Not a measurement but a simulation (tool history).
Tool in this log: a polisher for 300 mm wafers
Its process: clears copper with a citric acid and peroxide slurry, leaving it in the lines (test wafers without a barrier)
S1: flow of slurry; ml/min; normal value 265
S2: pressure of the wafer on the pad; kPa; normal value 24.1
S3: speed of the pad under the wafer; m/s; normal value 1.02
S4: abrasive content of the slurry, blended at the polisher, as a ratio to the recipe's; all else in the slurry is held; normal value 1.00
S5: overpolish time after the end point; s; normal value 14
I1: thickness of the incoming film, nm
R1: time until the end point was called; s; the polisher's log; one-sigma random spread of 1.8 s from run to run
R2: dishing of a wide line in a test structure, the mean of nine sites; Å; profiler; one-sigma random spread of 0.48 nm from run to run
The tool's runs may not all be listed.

run 1 day=0.000 | S1=265 S2=24.1 S3=1.02 S4=1.00 S5=14 | I1=252.8 | R1=110.4 R2=225
run 2 day=2.079 | S1=265 S2=24.1 S3=1.02 S4=1.00 S5=14 | I1=250.6 | R1=108.3 R2=222
run 3 day=4.175 | S1=265 S2=24.1 S3=1.02 S4=1.00 S5=14 | I1=257.4 | R1=107.8 R2=219
run 4 day=6.783 | S1=265 S2=24.1 S3=1.02 S4=1.00 S5=14 | I1=251.7 | R1=108.7 R2=221
run 5 day=9.862 | S1=265 S2=30.3 S3=1.02 S4=1.00 S5=21 | I1=253.2 | R1=88.0 R2=403
run 6 day=13.883 | S1=265 S2=29.0 S3=1.02 S4=1.00 S5=20 | I1=254.3 | R1=93.6 R2=349
run 7 day=25.079 | S1=265 S2=24.1 S3=1.02 S4=1.00 S5=14 | I1=254.1 | R1=104.9 R2=221
run 8 day=27.654 | S1=265 S2=24.1 S3=1.02 S4=1.00 S5=11 | I1=254.6 | R1=111.4 R2=185
run 9 day=34.892 | S1=330 S2=27.6 S3=1.02 S4=0.75 S5=20 | I1=253.0 | R1=102.0 R2=334
run 10 day=38.825 | S1=265 S2=24.1 S3=1.02 S4=1.00 S5=12 | I1=256.6 | R1=112.1 R2=194
run 11 day=41.217 | S1=235 S2=20.7 S3=1.36 S4=0.75 S5=14 | I1=252.7 | R1=109.8 R2=223
run 12 day=45.396 | S1=265 S2=17.9 S3=1.02 S4=1.00 S5=11 | I1=255.7 | R1=147.7 R2=129
run 13 day=49.471 | S1=265 S2=24.1 S3=1.02 S4=0.85 S5=14 | I1=260.1 | R1=119.6 R2=202
run 14 day=53.171 | S1=350 S2=30.3 S3=0.82 S4=1.00 S5=21 | I1=253.3 | R1=107.1 R2=331
run 15 day=54.879 | S1=265 S2=24.1 S3=1.02 S4=1.00 S5=7 | I1=253.7 | R1=108.5 R2=118
run 16 day=58.600 | S1=265 S2=24.1 S3=0.78 S4=1.30 S5=18 | I1=251.1 | R1=127.4 R2=242
run 17 day=60.433 | S1=265 S2=24.1 S3=1.02 S4=0.90 S5=19 | I1=251.3 | R1=111.8 R2=293
run 18 day=62.579 | S1=195 S2=24.1 S3=1.02 S4=1.00 S5=7 | I1=253.1 | R1=114.8 R2=111
run 19 day=65.217 | S1=325 S2=24.1 S3=0.82 S4=1.20 S5=14 | I1=259.1 | R1=123.1 R2=199
run 20 day=67.479 | S1=265 S2=24.1 S3=1.02 S4=1.15 S5=14 | I1=258.1 | R1=110.2 R2=230
run 21 day=69.521 | S1=300 S2=24.1 S3=1.02 S4=1.00 S5=17 | I1=255.4 | R1=107.3 R2=270
run 22 day=71.292 | S1=265 S2=24.1 S3=0.82 S4=1.00 S5=14 | I1=256.7 | R1=135.1 R2=182
run 23 day=75.592 | S1=265 S2=24.1 S3=1.02 S4=1.00 S5=14 | I1=252.6 | R1=110.3 R2=212
run 24 day=77.429 | S1=265 S2=32.4 S3=1.02 S4=1.00 S5=14 | I1=255.4 | R1=84.2 R2=283
run 25 day=79.571 | S1=265 S2=24.1 S3=1.02 S4=1.00 S5=14 | I1=251.6 | R1=113.3 R2=219
run 26 day=81.692 | S1=265 S2=24.1 S3=1.02 S4=1.00 S5=14 | I1=254.8 | R1=113.6 R2=221
run 27 day=84.071 | S1=265 S2=27.6 S3=1.38 S4=0.75 S5=20 | I1=254.3 | R1=81.3 R2=384

Removed from this log: 9 entries logged between the listed runs. Between which two listed runs does each belong, and how does the tool's hidden state at the listed run before it compare with that at the listed run after it?
Runs 6 to 7: slurry nozzle cleaned (day 22.521); slurry blender recalibrated (day 23.762); head pressure recalibrated (day 24.121)
  slurry flow missing at the pad, %: 26.8 -> 5.8
  measured minus no-state result, R1: +3.8 -> +0.7 s; R2: -13 -> -1 Å
Runs 8 to 9: worn pad replaced by a new one (day 27.871)
  slurry flow missing at the pad, %: 8.72 -> 16.9
  measured minus no-state result, R1: +1.2 -> +1.8 s; R2: -2 -> -6 Å
Runs 13 to 14: slurry blender recalibrated (day 52.475)
  slurry flow missing at the pad, %: 33.5 -> 37.7
  measured minus no-state result, R1: +6.8 -> +5.5 s; R2: -11 -> -16 Å
Runs 14 to 15: slurry nozzle cleaned (day 53.504)
  slurry flow missing at the pad, %: 37.7 -> 2.07
  measured minus no-state result, R1: +5.5 -> +0.3 s; R2: -16 -> +0 Å
Runs 15 to 16: worn pad replaced by a new one (day 55.662); head pressure recalibrated (day 57.438)
  slurry flow missing at the pad, %: 2.07 -> 6.3
  measured minus no-state result, R1: +0.3 -> +0.9 s; R2: +0 -> -2 Å
Runs 24 to 25: slurry blender recalibrated (day 78.167)
  slurry flow missing at the pad, %: 27.7 -> 30.1
  measured minus no-state result, R1: +3.6 -> +5.5 s; R2: -12 -> -11 Å
